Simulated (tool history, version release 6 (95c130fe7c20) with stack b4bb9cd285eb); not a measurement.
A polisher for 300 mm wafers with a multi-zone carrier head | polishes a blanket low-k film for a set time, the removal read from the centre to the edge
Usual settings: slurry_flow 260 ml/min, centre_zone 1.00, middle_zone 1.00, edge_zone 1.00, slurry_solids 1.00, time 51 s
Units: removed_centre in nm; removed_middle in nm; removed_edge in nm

| run | hour | slurry_flow | centre_zone | middle_zone | edge_zone | slurry_solids | time | wafers since the last listed run | wafers polished on this pad | hours since the slurry nozzle was cleaned | hours since the centre zone pressure was calibrated | hours since the edge zone pressure was calibrated | hours since the carrier head's membrane was replaced | incoming thickness of the incoming film, nm | removed_centre | removed_middle | removed_edge |
|---|---|---|---|---|---|---|---|---|---|---|---|---|---|---|---|---|---|
| 1 | 0.0 | 260 | 1.00 | 1.00 | 1.00 | 1.00 | 51 | 0 | 490 | 95.5 | 591.6 | 384.1 | 720.1 | 357.7 | 17.4 | 18.1 | 17.5 |
| 2 | 82.9 | 260 | 1.08 | 1.00 | 1.00 | 1.00 | 51 | 829 | 1319 | 178.4 | 674.5 | 467.0 | 803.0 | 364.5 | 18.9 | 17.8 | 17.5 |
| 3 | 131.8 | 260 | 1.08 | 1.00 | 1.00 | 1.00 | 51 | 489 | 1808 | 227.3 | 723.4 | 515.9 | 851.9 | 358.8 | 18.3 | 17.6 | 17.2 |
|  | 161.9 | worn pad replaced by a new one |
| 4 | 351.5 | 260 | 1.08 | 1.00 | 1.00 | 1.00 | 51 | 2157 | 1897 | 447.0 | 943.1 | 735.6 | 1071.6 | 367.2 | 18.2 | 17.3 | 17.2 |
|  | 394.3 | worn pad replaced by a new one |
| 5 | 421.1 | 260 | 1.00 | 1.00 | 1.00 | 1.00 | 51 | 656 | 268 | 516.6 | 1012.7 | 805.2 | 1141.2 | 364.8 | 17.6 | 18.3 | 18.1 |
| 6 | 481.4 | 260 | 1.00 | 1.00 | 1.00 | 1.00 | 51 | 603 | 871 | 576.9 | 1073.0 | 865.5 | 1201.5 | 357.5 | 17.5 | 18.0 | 17.5 |
| 7 | 518.4 | 260 | 1.00 | 1.00 | 1.00 | 1.00 | 51 | 370 | 1241 | 613.9 | 1110.0 | 902.5 | 1238.5 | 367.5 | 17.6 | 18.2 | 17.3 |
|  | 589.3 | centre zone pressure recalibrated |
| 8 | 592.0 | 260 | 0.95 | 1.00 | 1.00 | 1.00 | 51 | 716 | 1957 | 687.5 | 2.7 | 976.1 | 1312.1 | 361.4 | 16.5 | 17.4 | 17.1 |
|  | 617.5 | worn pad replaced by a new one |
| 9 | 657.1 | 260 | 1.04 | 1.10 | 1.00 | 1.00 | 51 | 611 | 396 | 752.6 | 67.8 | 1041.2 | 1377.2 | 358.8 | 18.2 | 19.8 | 17.9 |
|  | 702.8 | slurry nozzle cleaned |
| 10 | 749.6 | 200 | 1.05 | 1.00 | 1.00 | 0.80 | 40 | 915 | 1311 | 46.8 | 160.3 | 1133.7 | 1469.7 | 363.9 | 11.8 | 11.6 | 11.3 |

The next listed run, before its measurement:
|  | 780.9 | edge zone pressure recalibrated |
|  | 798.0 | carrier head's membrane replaced by a new one |
| 11 | 837.8 | 260 | 1.00 | 1.06 | 1.11 | 1.15 | 63 | 812 | 2123 | 135.0 | 248.5 | 56.9 | 39.8 | 361.5 | ? | ? | ? |

Run 11 gave removed_centre 22.7 nm, removed_middle 24.5 nm, removed_edge 23.4 nm.
Without the tool's hidden state the same run would have given removed_centre 23.9 nm, removed_middle 25.7 nm, removed_edge 24.6 nm.
